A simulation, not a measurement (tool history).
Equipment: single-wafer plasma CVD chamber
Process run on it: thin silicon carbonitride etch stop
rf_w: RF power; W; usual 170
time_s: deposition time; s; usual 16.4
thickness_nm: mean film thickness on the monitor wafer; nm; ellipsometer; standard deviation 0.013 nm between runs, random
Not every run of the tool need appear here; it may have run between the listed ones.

run     day  rf_w  time_s  wafers since the last listed run  hours since the last thermocouple change  hours since the last RF generator calibration  hours since the showerhead was replaced  hours since the gauge calibration  read-back reference wafer on the same gauge, thickness_nm  thickness_nm
  1   0.000   170    16.4                                 0                                    2428.9                                          957.3                                   5597.9                               59.0                                                      8.546         8.590
  2   0.292   170    16.4                               117                                    2435.9                                          964.3                                   5604.9                               66.0                                                      8.553         8.618
  3   0.792   170    16.4                               202                                    2447.9                                          976.3                                   5616.9                               78.0                                                      8.547         8.607
  4   1.229   170    16.4                               176                                    2458.4                                          986.8                                   5627.4                               88.5                                                      8.551         8.592
  5   1.792   170    14.9                               227                                    2471.9                                         1000.3                                   5640.9                              102.0                                                      8.553         7.795
  6   2.283   170    14.9                               198                                    2483.7                                         1012.1                                   5652.7                              113.8                                                      8.549         7.792
  7   2.933   160    17.1                               262                                    2499.3                                         1027.7                                   5668.3                              129.4                                                      8.542         8.747
  8   3.558   160    17.1                               252                                    2514.3                                         1042.7                                   5683.3                              144.4                                                      8.554         8.780
  9   4.196   170    16.4                               257                                    2529.6                                         1058.0                                   5698.6                              159.7                                                      8.556         8.574
 10   4.658   170    16.4                               186                                    2540.7                                         1069.1                                   5709.7                              170.8                                                      8.553         8.584
      5.246  -- showerhead replaced
 11   5.267   170    16.4                               111                                    2555.3                                         1083.7                                      0.5                              185.4                                                      8.548         8.581
 12   5.617   155    13.2                               141                                    2563.7                                         1092.1                                      8.9                              193.8                                                      8.545         6.698
      5.958  -- gauge calibrated
 13   6.204   200    18.2                               237                                    2577.8                                         1106.2                                     23.0                                5.9                                                      8.556        10.009
      6.788  -- RF generator calibrated
 14   6.808   155    18.8                               109                                    2592.3                                            0.5                                     37.5                               20.4                                                      8.550         9.391
 15   7.512   180    17.6                               284                                    2609.2                                           17.4                                     54.4                               37.3                                                      8.558         9.230
 16   7.808   195    18.2                               119                                    2616.3                                           24.5                                     61.5                               44.4                                                      8.550         9.784
      8.354  -- thermocouple changed; heater temperature recalibrated
      8.788  -- RF generator calibrated, repeated, since the last time left the tool worse
 17   8.808   170    17.8                               134                                      10.9                                            0.5                                     85.5                               68.4                                                      8.553         9.466
 18   8.821   170    16.4                                 5                                      11.2                                            0.8                                     85.8                               68.7                                                      8.544         8.731
 19   9.304   155    16.4                               195                                      22.8                                           12.4                                     97.4                               80.3                                                      8.559         8.478
 20   9.729   170    16.4                               171                                      33.0                                           22.6                                    107.6                               90.5                                                      8.548         8.750
 21  10.329   185    15.0                               242                                      47.4                                           37.0                                    122.0                              104.9                                                      8.554         8.183
 22  10.796   195    13.3                               188                                      58.6                                           48.2                                    133.2                              116.1                                                      8.552         7.393

Branching from run 22: 4 alternative next runs. What would each branch give?
  A  10.812   190    16.4                                 6                                      59.0                                           48.6                                    133.6                              116.5                                                          ?             ?
  B  10.812   180    13.7                                 6                                      59.0                                           48.6                                    133.6                              116.5                                                          ?             ?
  C  10.812   150    18.2                                 6                                      59.0                                           48.6                                    133.6                              116.5                                                          ?             ?
  D  10.812   150    17.3                                 6                                      59.0                                           48.6                                    133.6                              116.5                                                          ?             ?

run  read-back reference wafer on the same gauge, thickness_nm  thickness_nm
  A                                                      8.548         9.029
  B                                                      8.548         7.415
  C                                                      8.548         9.295
  D                                                      8.548         8.835
The same runs, with their run-to-run variation unchanged, on a tool lacking any hidden condition would have given:
run  thickness_nm
  A         9.047
  B         7.429
  C         9.313
  D         8.852

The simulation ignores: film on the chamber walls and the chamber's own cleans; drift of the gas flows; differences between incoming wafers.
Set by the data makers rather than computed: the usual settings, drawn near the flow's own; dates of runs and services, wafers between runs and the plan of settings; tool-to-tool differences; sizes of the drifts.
